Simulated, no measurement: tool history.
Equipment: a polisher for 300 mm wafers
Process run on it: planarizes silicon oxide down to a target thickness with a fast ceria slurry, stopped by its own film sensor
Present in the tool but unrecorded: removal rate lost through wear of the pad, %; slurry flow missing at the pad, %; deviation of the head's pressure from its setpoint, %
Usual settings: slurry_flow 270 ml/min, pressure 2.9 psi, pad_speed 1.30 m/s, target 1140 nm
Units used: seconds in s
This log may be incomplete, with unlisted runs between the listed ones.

| run | hour | slurry_flow | pressure | pad_speed | target | wafers since the last listed run | wafers polished on this pad | hours since the slurry nozzle was cleaned | hours since the head pressure was calibrated | incoming thickness of the incoming film, nm | seconds |
|---|---|---|---|---|---|---|---|---|---|---|---|
| 1 | 0.0 | 270 | 2.9 | 1.30 | 827 | 0 | 220 | 337.9 | 19.3 | 2498.2 | 76.9 |
| 2 | 48.0 | 270 | 2.9 | 1.30 | 827 | 340 | 561 | 385.9 | 67.3 | 2506.8 | 76.0 |
|  | 117.1 | slurry nozzle cleaned |
| 3 | 138.7 | 270 | 2.9 | 1.30 | 827 | 636 | 1198 | 21.6 | 158.0 | 2491.2 | 77.1 |
| 4 | 217.6 | 270 | 2.9 | 1.30 | 1140 | 560 | 1758 | 100.5 | 236.9 | 2500.0 | 61.9 |
|  | 237.3 | worn pad replaced by a new one |
| 5 | 281.8 | 270 | 2.9 | 1.30 | 1140 | 427 | 315 | 164.7 | 301.1 | 2499.5 | 59.2 |
| 6 | 341.3 | 270 | 2.9 | 1.30 | 1140 | 422 | 738 | 224.2 | 360.6 | 2496.0 | 59.2 |
| 7 | 398.3 | 270 | 2.9 | 1.30 | 1140 | 404 | 1142 | 281.2 | 417.6 | 2535.1 | 62.5 |
| 8 | 469.4 | 270 | 2.9 | 1.12 | 1140 | 504 | 1647 | 352.3 | 488.7 | 2523.0 | 69.2 |
| 9 | 518.8 | 270 | 2.9 | 1.12 | 1140 | 350 | 1998 | 401.7 | 538.1 | 2485.4 | 67.9 |
|  | 533.3 | worn pad replaced by a new one |
|  | 582.6 | slurry nozzle cleaned |
| 10 | 604.2 | 270 | 2.9 | 1.30 | 1140 | 570 | 496 | 21.6 | 623.5 | 2463.8 | 57.4 |
| 11 | 641.9 | 345 | 2.9 | 1.30 | 1140 | 267 | 763 | 59.3 | 661.2 | 2478.2 | 55.5 |
| 12 | 689.2 | 270 | 2.9 | 0.86 | 1309 | 335 | 1099 | 106.6 | 708.5 | 2481.4 | 74.9 |
| 13 | 746.3 | 195 | 2.9 | 1.06 | 989 | 405 | 1505 | 163.7 | 765.6 | 2523.7 | 82.3 |
|  | 776.6 | worn pad replaced by a new one |
| 14 | 840.7 | 270 | 2.4 | 1.30 | 1611 | 641 | 455 | 258.1 | 860.0 | 2509.7 | 44.9 |
| 15 | 877.5 | 240 | 3.3 | 1.30 | 1140 | 261 | 716 | 294.9 | 896.8 | 2516.5 | 53.1 |
|  | 942.1 | head pressure recalibrated |
|  | 1052.4 | worn pad replaced by a new one |
|  | 1066.4 | slurry nozzle cleaned |
| 16 | 1077.5 | 295 | 2.9 | 1.68 | 1140 | 1370 | 171 | 11.1 | 135.4 | 2506.6 | 50.2 |
| 17 | 1139.1 | 270 | 2.9 | 1.30 | 1140 | 437 | 608 | 72.7 | 197.0 | 2507.9 | 64.7 |
| 18 | 1341.4 | 270 | 2.9 | 1.30 | 1140 | 1436 | 2045 | 275.0 | 399.3 | 2491.8 | 59.4 |

4 ways to go on from here, each from the tool as it stands after run 18. What would each give?
| A | 1341.8 | 240 | 2.9 | 1.30 | 1140 | 2 | 2048 | 275.4 | 399.7 | 2478.8 | ? |
| B | 1341.8 | 225 | 2.9 | 1.66 | 1426 | 2 | 2048 | 275.4 | 399.7 | 2478.8 | ? |
| C | 1341.8 | 270 | 2.9 | 1.30 | 798 | 2 | 2048 | 275.4 | 399.7 | 2478.8 | ? |
| D | 1341.8 | 175 | 2.5 | 0.84 | 731 | 2 | 2048 | 275.4 | 399.7 | 2478.8 | ? |

| run | seconds |
|---|---|
| A | 61.1 |
| B | 38.4 |
| C | 75.9 |
| D | 142.4 |
Take away the tool's hidden state, keep each run's random variation, and the runs would have read:
| run | seconds |
|---|---|
| A | 64.8 |
| B | 40.7 |
| C | 80.5 |
| D | 151.1 |
